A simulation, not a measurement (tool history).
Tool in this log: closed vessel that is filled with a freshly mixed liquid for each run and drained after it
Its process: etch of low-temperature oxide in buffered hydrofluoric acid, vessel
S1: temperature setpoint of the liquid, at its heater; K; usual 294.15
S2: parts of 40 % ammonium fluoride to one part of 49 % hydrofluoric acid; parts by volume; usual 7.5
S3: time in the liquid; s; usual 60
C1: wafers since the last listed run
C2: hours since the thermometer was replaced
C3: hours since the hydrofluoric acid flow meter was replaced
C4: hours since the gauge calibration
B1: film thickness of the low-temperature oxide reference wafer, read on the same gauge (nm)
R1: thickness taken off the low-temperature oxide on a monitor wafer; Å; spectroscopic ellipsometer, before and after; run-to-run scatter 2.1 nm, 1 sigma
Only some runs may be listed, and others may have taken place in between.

run,hour,S1,S2,S3,C1,C2,C3,C4,B1,R1
1,0.0,294.15,6.5,60,0,106.5,572.6,3393.8,79.99,3142.3
# hour 64.3: hydrofluoric acid flow meter replaced
2,100.8,294.15,6.5,60,10487,207.3,36.5,3494.6,79.98,3152.5
3,142.6,294.15,7.0,60,4392,249.1,78.3,3536.4,79.93,2928.3
4,215.5,294.15,7.0,60,7660,322.0,151.2,3609.3,79.98,2952.6
5,297.8,294.15,7.0,60,8648,404.3,233.5,3691.6,79.97,2931.4
6,391.0,294.15,7.5,60,9793,497.5,326.7,3784.8,80.00,2773.3
7,440.2,296.65,10.0,35,5170,546.7,375.9,3834.0,80.02,1394.7
8,476.9,294.15,9.5,60,3856,583.4,412.6,3870.7,80.00,2143.8
9,517.3,290.15,9.0,35,4245,623.8,453.0,3911.1,79.99,1048.2
10,599.6,294.15,8.5,40,8648,706.1,535.3,3993.4,80.02,1598.6
11,684.1,292.65,7.5,60,8879,790.6,619.8,4077.9,79.97,2520.2
# hour 708.5: thermometer replaced
12,733.5,294.15,6.0,60,5086,25.0,669.2,4127.3,80.00,3356.4
# hour 736.5: hydrofluoric acid flow meter replaced
# hour 778.9: gauge calibrated
13,784.2,294.15,7.5,60,5222,75.7,47.7,5.3,80.06,2731.8
14,828.7,290.15,10.0,45,4676,120.2,92.2,49.8,79.99,1246.6
15,885.6,290.15,8.5,40,5979,177.1,149.1,106.7,80.03,1262.2
16,955.5,297.65,6.5,60,7345,247.0,219.0,176.6,80.02,3811.1
17,1034.4,297.65,9.0,60,8291,325.9,297.9,255.5,79.98,2740.2
18,1139.3,295.65,5.5,35,11023,430.8,402.8,360.4,79.97,2298.0
19,1242.5,290.15,7.5,60,10844,534.0,506.0,463.6,80.02,2181.3
20,1305.6,294.15,7.5,60,6630,597.1,569.1,526.7,79.98,2734.3
# hour 1347.6: thermometer replaced
21,1412.7,294.15,7.5,60,11149,65.1,676.2,633.8,80.02,2787.5
22,1513.7,294.15,7.5,60,10613,166.1,777.2,734.8,80.04,2783.6
# hour 1525.5: hydrofluoric acid flow meter replaced
23,1589.0,294.15,7.5,90,7807,241.4,63.5,810.1,79.95,4048.3
24,1694.0,294.15,6.5,90,11033,346.4,168.5,915.1,79.94,4675.5
25,1777.5,294.15,7.5,30,8774,429.9,252.0,998.6,79.98,1368.6
26,1945.9,294.15,7.5,60,17696,598.3,420.4,1167.0,79.99,2739.1
# hour 1952.4: thermometer replaced
27,2053.7,294.15,7.5,60,11222,101.3,528.2,1274.8,80.01,2713.7
28,2115.7,294.15,7.5,60,6515,163.3,590.2,1336.8,80.00,2736.1
29,2212.8,294.15,7.5,60,10203,260.4,687.3,1433.9,79.95,2748.7
# hour 2248.7: hydrofluoric acid flow meter replaced
30,2301.5,292.15,5.5,75,9215,349.1,52.8,1522.6,80.04,4080.0
31,2351.5,296.15,6.5,60,5254,399.1,102.8,1572.6,80.01,3538.4

For each run, what was the tool's unlogged condition?
liquid colder than its thermometer reads (K): 0, the same for each run
hydrofluoric acid flow above the setpoint (%): 0, the same for each run
gauge reads high (%): 0, the same for each run

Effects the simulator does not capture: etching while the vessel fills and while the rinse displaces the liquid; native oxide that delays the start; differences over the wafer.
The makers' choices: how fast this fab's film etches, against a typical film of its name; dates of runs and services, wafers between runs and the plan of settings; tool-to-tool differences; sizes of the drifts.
